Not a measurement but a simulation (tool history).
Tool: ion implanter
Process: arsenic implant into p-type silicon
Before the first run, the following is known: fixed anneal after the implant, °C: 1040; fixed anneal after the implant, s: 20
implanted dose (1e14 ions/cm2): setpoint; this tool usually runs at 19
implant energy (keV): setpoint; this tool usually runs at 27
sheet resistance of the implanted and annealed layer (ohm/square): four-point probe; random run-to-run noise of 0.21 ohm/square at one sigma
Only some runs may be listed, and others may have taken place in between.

run	hour	implanted dose (1e14 ions/cm2)	implant energy (keV)	read-back reference wafer on the same gauge, sheet resistance	sheet resistance of the implanted and annealed layer (ohm/square)
1	0	19	33.5	70.73	80.01
2	103.9	19	33.5	70.81	79.91
3	145.5	20.23	27	70.83	82.47
4	210.2	19	32	70.81	80.94
5	299.1	19	32	70.77	81.62
6	338.4	17.06	25	70.84	89.98
7	390.2	17.06	25	70.79	89.91
# hour 430.2: Faraday cup replaced and dose calibrated
# hour 444.5: extraction supply calibrated
8	453.6	17.06	25	70.77	88.34
9	524.8	19	27	70.79	83.17
10	564.8	19	27	70.69	83.27
11	604.8	19	27	70.8	83.32
# hour 657.9: gauge calibrated
12	670	19	21.5	70.81	87.21

Run 13 has not been measured yet. What should we expect?
13	709.5	17.06	25	?	?

For run 13 the tool returned read-back reference wafer on the same gauge, sheet resistance 70.91, sheet resistance of the implanted and annealed layer (ohm/square) 88.72.
Minus the tool's unlogged condition, the same run would have read sheet resistance of the implanted and annealed layer (ohm/square) 88.12.

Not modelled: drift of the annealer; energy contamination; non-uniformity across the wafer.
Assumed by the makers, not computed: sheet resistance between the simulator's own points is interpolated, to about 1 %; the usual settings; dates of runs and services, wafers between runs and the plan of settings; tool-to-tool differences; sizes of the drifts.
